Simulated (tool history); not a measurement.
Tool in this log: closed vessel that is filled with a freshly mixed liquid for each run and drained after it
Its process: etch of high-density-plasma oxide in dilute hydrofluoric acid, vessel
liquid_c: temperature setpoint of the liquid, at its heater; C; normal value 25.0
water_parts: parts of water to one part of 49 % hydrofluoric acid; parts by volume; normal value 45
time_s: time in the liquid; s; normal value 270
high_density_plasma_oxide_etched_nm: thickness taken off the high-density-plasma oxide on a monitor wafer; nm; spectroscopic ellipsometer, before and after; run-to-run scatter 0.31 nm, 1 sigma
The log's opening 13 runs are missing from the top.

| run | hour | liquid_c | water_parts | time_s | wafers since the last listed run | hours since the thermometer was replaced | hours since the hydrofluoric acid flow meter was replaced | hours since the gauge calibration | read-back film thickness of the high-density-plasma oxide reference wafer, read on the same gauge (nm) | high_density_plasma_oxide_etched_nm |
|---|---|---|---|---|---|---|---|---|---|---|
| 14 | 910.4 | 27.5 | 60 | 335 | 4416 | 569.2 | 62.6 | 439.3 | 29.98 | 42.17 |
| 15 | 975.9 | 27.0 | 65 | 200 | 5627 | 634.7 | 128.1 | 504.8 | 29.97 | 22.87 |
| 16 | 1012.9 | 25.0 | 45 | 270 | 3178 | 671.7 | 165.1 | 541.8 | 30.01 | 41.66 |
|  | 1029.2 | thermometer replaced |
| 17 | 1253.8 | 25.0 | 45 | 270 | 20611 | 224.6 | 406.0 | 782.7 | 30.01 | 42.68 |
| 18 | 1354.0 | 29.0 | 60 | 220 | 8608 | 324.8 | 506.2 | 882.9 | 30.03 | 29.85 |
| 19 | 1446.4 | 28.0 | 45 | 270 | 7938 | 417.2 | 598.6 | 975.3 | 30.02 | 48.12 |
|  | 1468.5 | hydrofluoric acid flow meter replaced |
| 20 | 1490.7 | 22.5 | 45 | 370 | 3720 | 461.5 | 22.2 | 1019.6 | 29.99 | 52.38 |
| 21 | 1571.2 | 25.0 | 45 | 270 | 6916 | 542.0 | 102.7 | 1100.1 | 29.99 | 42.24 |
|  | 1607.4 | thermometer replaced |
| 22 | 1616.1 | 21.0 | 45 | 375 | 3771 | 8.7 | 147.6 | 1145.0 | 29.99 | 49.67 |
| 23 | 1668.5 | 25.0 | 45 | 270 | 4501 | 61.1 | 200.0 | 1197.4 | 30.01 | 43.08 |
| 24 | 1716.1 | 29.5 | 40 | 145 | 4089 | 108.7 | 247.6 | 1245.0 | 30.01 | 31.15 |
| 25 | 1769.4 | 25.0 | 35 | 400 | 4579 | 162.0 | 300.9 | 1298.3 | 30.00 | 81.75 |
| 26 | 1838.9 | 29.5 | 40 | 370 | 5971 | 231.5 | 370.4 | 1367.8 | 29.99 | 78.62 |
| 27 | 1877.5 | 25.0 | 60 | 110 | 3316 | 270.1 | 409.0 | 1406.4 | 29.99 | 12.63 |
| 28 | 1981.8 | 25.0 | 45 | 270 | 8960 | 374.4 | 513.3 | 1510.7 | 30.00 | 42.04 |
| 29 | 2089.4 | 25.0 | 45 | 200 | 9244 | 482.0 | 620.9 | 1618.3 | 29.99 | 31.49 |
|  | 2123.9 | hydrofluoric acid flow meter replaced |
| 30 | 2149.1 | 25.0 | 35 | 395 | 5043 | 541.7 | 25.2 | 1678.0 | 29.98 | 79.53 |

Predict each of these 5 candidate next runs independently; none follows another, all start after run 30:
| A | 2149.8 | 25.0 | 30 | 270 | 60 | 542.4 | 25.9 | 1678.7 | ? | ? |
| B | 2149.8 | 26.5 | 50 | 315 | 60 | 542.4 | 25.9 | 1678.7 | ? | ? |
| C | 2149.8 | 29.5 | 45 | 270 | 60 | 542.4 | 25.9 | 1678.7 | ? | ? |
| D | 2149.8 | 25.0 | 30 | 195 | 60 | 542.4 | 25.9 | 1678.7 | ? | ? |
| E | 2149.8 | 20.5 | 45 | 375 | 60 | 542.4 | 25.9 | 1678.7 | ? | ? |

| run | read-back film thickness of the high-density-plasma oxide reference wafer, read on the same gauge (nm) | high_density_plasma_oxide_etched_nm |
|---|---|---|
| A | 29.99 | 64.39 |
| B | 29.99 | 46.64 |
| C | 29.99 | 50.48 |
| D | 29.99 | 46.50 |
| E | 29.99 | 48.37 |
Had the tool no hidden state, the same runs would have come out as:
| run | high_density_plasma_oxide_etched_nm |
|---|---|
| A | 66.40 |
| B | 48.06 |
| C | 51.98 |
| D | 47.96 |
| E | 49.92 |
